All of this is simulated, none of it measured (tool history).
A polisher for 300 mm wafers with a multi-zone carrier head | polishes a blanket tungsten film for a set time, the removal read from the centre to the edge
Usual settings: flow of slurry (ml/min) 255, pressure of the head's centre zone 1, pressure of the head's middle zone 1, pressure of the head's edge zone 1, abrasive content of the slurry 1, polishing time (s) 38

run	hour	flow of slurry (ml/min)	pressure of the head's centre zone	pressure of the head's middle zone	pressure of the head's edge zone	abrasive content of the slurry	polishing time (s)	wafers since the last listed run	wafers polished on this pad	hours since the slurry nozzle was cleaned	hours since the centre zone pressure was calibrated	hours since the edge zone pressure was calibrated	hours since the carrier head's membrane was replaced	incoming thickness of the incoming film, nm	film removed at the wafer's centre (Å)	film removed at mid-radius (Å)	film removed at the wafer's edge (Å)
1	0	255	1	1	1	1	38	0	408	281.7	123.3	193.7	392.5	1283.7	1528	1481	1502
2	39.4	255	1	1	1	1	38	272	680	321.1	162.7	233.1	431.9	1291.8	1535	1472	1502
3	103.8	255	1	1	1	1	38	445	1125	385.5	227.1	297.5	496.3	1309.5	1473	1456	1453
# hour 118.6: worn pad replaced by a new one
4	157.6	255	1	1	1	1	38	344	269	439.3	280.9	351.3	550.1	1302.5	1530	1486	1516
5	190	255	1	1	1	1	38	223	493	471.7	313.3	383.7	582.5	1306.9	1518	1463	1503
# hour 239.3: edge zone pressure recalibrated
6	255.7	255	1	1	1	1	48	440	933	537.4	379	16.4	648.2	1301	1883	1829	1848
# hour 294.4: worn pad replaced by a new one
7	304	255	1	1	1	1	48	306	66	585.7	427.3	64.7	696.5	1301.5	1958	1902	1913
8	342.5	255	1	1	1	1	38	266	332	624.2	465.8	103.2	735	1304.6	1532	1500	1514
9	391.9	255	1	1	1	1	38	341	674	673.6	515.2	152.6	784.4	1313.2	1537	1457	1496
# hour 445: slurry nozzle cleaned
# hour 448.4: centre zone pressure recalibrated
10	457.5	255	1	1	1	1	38	432	1107	12.5	9.1	218.2	850	1310.8	1471	1435	1468
# hour 490.9: worn pad replaced by a new one
11	496.8	325	1	1.1	0.91	1	48	244	40	51.8	48.4	257.5	889.3	1270.5	1980	2072	1861
# hour 526.9: carrier head's membrane replaced by a new one
12	527.4	255	1	1	1	1	38	176	217	82.4	79	288.1	0.5	1282.7	1535	1501	1501
13	576	165	1	1	1	1	38	335	553	131	127.6	336.7	49.1	1287.2	1401	1372	1409
14	625.6	255	0.89	1	1	0.7	38	342	896	180.6	177.2	386.3	98.7	1282.7	1210	1325	1361
# hour 644.1: edge zone pressure recalibrated
15	658.1	170	1	1	1.09	1.15	50	210	1107	213.1	209.7	14	131.2	1281.4	1867	1801	1960
16	715.9	255	0.89	1	1	0.7	38	399	1507	270.9	267.5	71.8	189	1289.4	1160	1270	1285
# hour 719.9: worn pad replaced by a new one
17	766.4	340	1	1	1	1	38	321	321	321.4	318	122.3	239.5	1327.7	1591	1545	1555
18	809.2	255	1	1	1	1	38	295	617	364.2	360.8	165.1	282.3	1295.5	1519	1480	1498

Forecast run 19:
19	841	255	1	1	1	1.3	48	219	836	396	392.6	196.9	314.1	1291.4	?	?	?

{"run 19": {"film removed at the wafer's centre (Å)": 2050, "film removed at mid-radius (Å)": 1966, "film removed at the wafer's edge (Å)": 2008}}
Without the tool's hidden state the same run would have given film removed at the wafer's centre (Å) 2096, film removed at mid-radius (Å) 2011, film removed at the wafer's edge (Å) 2054.

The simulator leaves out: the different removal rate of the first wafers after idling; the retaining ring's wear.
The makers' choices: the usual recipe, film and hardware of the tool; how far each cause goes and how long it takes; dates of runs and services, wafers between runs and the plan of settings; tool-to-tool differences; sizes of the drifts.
